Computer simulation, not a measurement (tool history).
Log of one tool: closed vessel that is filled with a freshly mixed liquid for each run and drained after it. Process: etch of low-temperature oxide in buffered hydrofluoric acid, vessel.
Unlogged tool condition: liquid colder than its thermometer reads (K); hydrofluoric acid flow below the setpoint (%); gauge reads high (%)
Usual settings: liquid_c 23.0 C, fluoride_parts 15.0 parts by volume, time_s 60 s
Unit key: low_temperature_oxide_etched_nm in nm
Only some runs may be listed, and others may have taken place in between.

| run | hour | liquid_c | fluoride_parts | time_s | wafers since the last listed run | hours since the thermometer was replaced | hours since the hydrofluoric acid flow meter was replaced | hours since the gauge calibration | read-back film thickness of the low-temperature oxide reference wafer, read on the same gauge (nm) | low_temperature_oxide_etched_nm |
|---|---|---|---|---|---|---|---|---|---|---|
| 1 | 0.0 | 20.5 | 15.0 | 60 | 0 | 643.5 | 1020.3 | 716.0 | 120.00 | 57.89 |
| 2 | 16.3 | 23.0 | 18.5 | 60 | 1411 | 659.8 | 1036.6 | 732.3 | 119.98 | 53.87 |
| 3 | 32.1 | 23.0 | 18.5 | 60 | 1368 | 675.6 | 1052.4 | 748.1 | 119.96 | 53.86 |
|  | 34.3 | gauge calibrated |
| 4 | 44.7 | 23.0 | 18.5 | 60 | 1091 | 688.2 | 1065.0 | 10.4 | 120.04 | 54.21 |
| 5 | 58.3 | 23.0 | 15.0 | 60 | 1178 | 701.8 | 1078.6 | 24.0 | 120.03 | 66.41 |
| 6 | 70.9 | 23.0 | 15.0 | 60 | 1091 | 714.4 | 1091.2 | 36.6 | 120.02 | 66.38 |
| 7 | 77.0 | 23.0 | 15.0 | 60 | 528 | 720.5 | 1097.3 | 42.7 | 119.98 | 65.89 |
| 8 | 90.6 | 21.0 | 12.0 | 35 | 1178 | 734.1 | 1110.9 | 56.3 | 120.02 | 42.50 |
| 9 | 107.6 | 25.0 | 15.0 | 35 | 1472 | 751.1 | 1127.9 | 73.3 | 119.99 | 43.19 |
| 10 | 119.0 | 23.0 | 15.0 | 60 | 987 | 762.5 | 1139.3 | 84.7 | 120.03 | 66.48 |
| 11 | 128.5 | 23.0 | 18.5 | 60 | 822 | 772.0 | 1148.8 | 94.2 | 119.97 | 53.52 |
| 12 | 176.5 | 19.5 | 17.0 | 75 | 4157 | 820.0 | 1196.8 | 142.2 | 120.03 | 59.56 |
| 13 | 192.0 | 23.0 | 18.5 | 30 | 1342 | 835.5 | 1212.3 | 157.7 | 119.96 | 26.73 |
| 14 | 203.6 | 26.0 | 21.0 | 90 | 1004 | 847.1 | 1223.9 | 169.3 | 120.00 | 88.53 |
| 15 | 211.7 | 23.0 | 10.5 | 90 | 701 | 855.2 | 1232.0 | 177.4 | 120.02 | 142.42 |
|  | 217.6 | hydrofluoric acid flow meter replaced |
| 16 | 225.8 | 24.5 | 19.0 | 30 | 1134 | 869.3 | 8.2 | 191.5 | 120.00 | 30.82 |
| 17 | 234.1 | 26.0 | 18.5 | 70 | 718 | 877.6 | 16.5 | 199.8 | 119.99 | 78.38 |
| 18 | 241.8 | 23.0 | 15.0 | 60 | 666 | 885.3 | 24.2 | 207.5 | 119.97 | 72.44 |
| 19 | 253.4 | 23.0 | 11.0 | 40 | 1004 | 896.9 | 35.8 | 219.1 | 119.96 | 64.11 |
| 20 | 262.2 | 23.0 | 15.0 | 60 | 762 | 905.7 | 44.6 | 227.9 | 119.99 | 70.93 |
|  | 269.5 | thermometer replaced |
| 21 | 277.2 | 26.5 | 19.0 | 45 | 1212 | 7.7 | 59.6 | 242.9 | 119.98 | 51.25 |
| 22 | 292.1 | 23.0 | 20.0 | 60 | 1290 | 22.6 | 74.5 | 257.8 | 119.95 | 54.43 |
| 23 | 302.5 | 23.0 | 20.5 | 60 | 900 | 33.0 | 84.9 | 268.2 | 119.99 | 52.62 |
| 24 | 315.2 | 23.0 | 15.0 | 60 | 1100 | 45.7 | 97.6 | 280.9 | 120.00 | 71.18 |
| 25 | 329.6 | 23.0 | 15.0 | 60 | 1247 | 60.1 | 112.0 | 295.3 | 120.03 | 70.50 |
| 26 | 337.7 | 26.5 | 15.0 | 45 | 701 | 68.2 | 120.1 | 303.4 | 119.98 | 63.63 |
| 27 | 352.5 | 21.0 | 15.0 | 30 | 1281 | 83.0 | 134.9 | 318.2 | 120.01 | 31.77 |
| 28 | 363.0 | 23.0 | 9.5 | 95 | 909 | 93.5 | 145.4 | 328.7 | 120.02 | 175.05 |
| 29 | 379.3 | 25.0 | 9.5 | 80 | 1411 | 109.8 | 161.7 | 345.0 | 120.04 | 164.49 |
| 30 | 393.0 | 25.5 | 18.5 | 35 | 1186 | 123.5 | 175.4 | 358.7 | 120.00 | 38.04 |
| 31 | 405.6 | 23.0 | 15.0 | 35 | 1091 | 136.1 | 188.0 | 371.3 | 119.99 | 41.22 |

The same runs without the tool's hidden state, with the same run-to-run variation:
| run | low_temperature_oxide_etched_nm |
|---|---|
| 1 | 62.24 |
| 2 | 58.00 |
| 3 | 58.05 |
| 4 | 58.48 |
| 5 | 71.68 |
| 6 | 71.72 |
| 7 | 71.21 |
| 8 | 45.97 |
| 9 | 46.78 |
| 10 | 72.06 |
| 11 | 57.98 |
| 12 | 64.84 |
| 13 | 29.05 |
| 14 | 94.03 |
| 15 | 155.24 |
| 16 | 30.97 |
| 17 | 78.81 |
| 18 | 72.87 |
| 19 | 64.53 |
| 20 | 71.45 |
| 21 | 51.67 |
| 22 | 54.78 |
| 23 | 52.98 |
| 24 | 71.94 |
| 25 | 71.32 |
| 26 | 64.40 |
| 27 | 32.19 |
| 28 | 176.59 |
| 29 | 166.04 |
| 30 | 38.64 |
| 31 | 41.90 |
